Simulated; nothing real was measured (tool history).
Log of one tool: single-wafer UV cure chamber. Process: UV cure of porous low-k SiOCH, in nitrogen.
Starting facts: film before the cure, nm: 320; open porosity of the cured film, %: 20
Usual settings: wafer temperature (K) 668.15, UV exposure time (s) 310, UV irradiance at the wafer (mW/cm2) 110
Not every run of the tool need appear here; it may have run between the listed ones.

run   hour  wafer temperature (K)  UV exposure time (s)  UV irradiance at the wafer (mW/cm2)  loss of film thickness in the cure (%)
  1    0.0                 663.15                   310                                  110                                  12.541
  2   26.5                 682.15                   310                                   82                                  11.646
  3   38.8                 682.15                   310                                   82                                  11.506
  4   71.0                 657.15                   440                                  110                                  14.442
  5   79.9                 657.15                   440                                  110                                  14.152
  6   94.5                 657.15                   440                                  110                                  14.298
  7  112.1                 668.15                   255                                  110                                  11.632
     150.8  -- UV bulbs replaced
  8  163.6                 657.15                   440                                  147                                  15.293
     178.0  -- quartz window cleaned
  9  178.5                 658.15                   370                                  147                                  14.264
 10  191.4                 649.15                   445                                  100                                  12.927
 11  206.2                 668.15                   310                                  110                                  12.036
 12  222.0                 662.15                   310                                  110                                  11.982
     237.2  -- quartz window cleaned, repeated, since the last time left the tool worse
 13  238.5                 652.15                   480                                  110                                  15.046
 14  248.7                 675.15                   180                                   77                                   9.312
 15  257.2                 668.15                   310                                  110                                  13.086

Consider 5 possible next runs. They are alternatives, not a sequence: every one starts from the tool as it was left by run 15. What does each give?
  A  257.7                 680.15                   310                                  110                                       ?
  B  257.7                 668.15                   310                                   92                                       ?
  C  257.7                 685.15                   150                                   92                                       ?
  D  257.7                 657.15                   375                                  130                                       ?
  E  257.7                 649.15                   310                                  110                                       ?

run  loss of film thickness in the cure (%)
  A                                  13.412
  B                                  12.370
  C                                   9.444
  D                                  14.677
  E                                  12.843
With the hidden condition removed and each run's random variation left untouched, the same runs would have given:
run  loss of film thickness in the cure (%)
  A                                  13.537
  B                                  12.493
  C                                   9.557
  D                                  14.803
  E                                  12.966
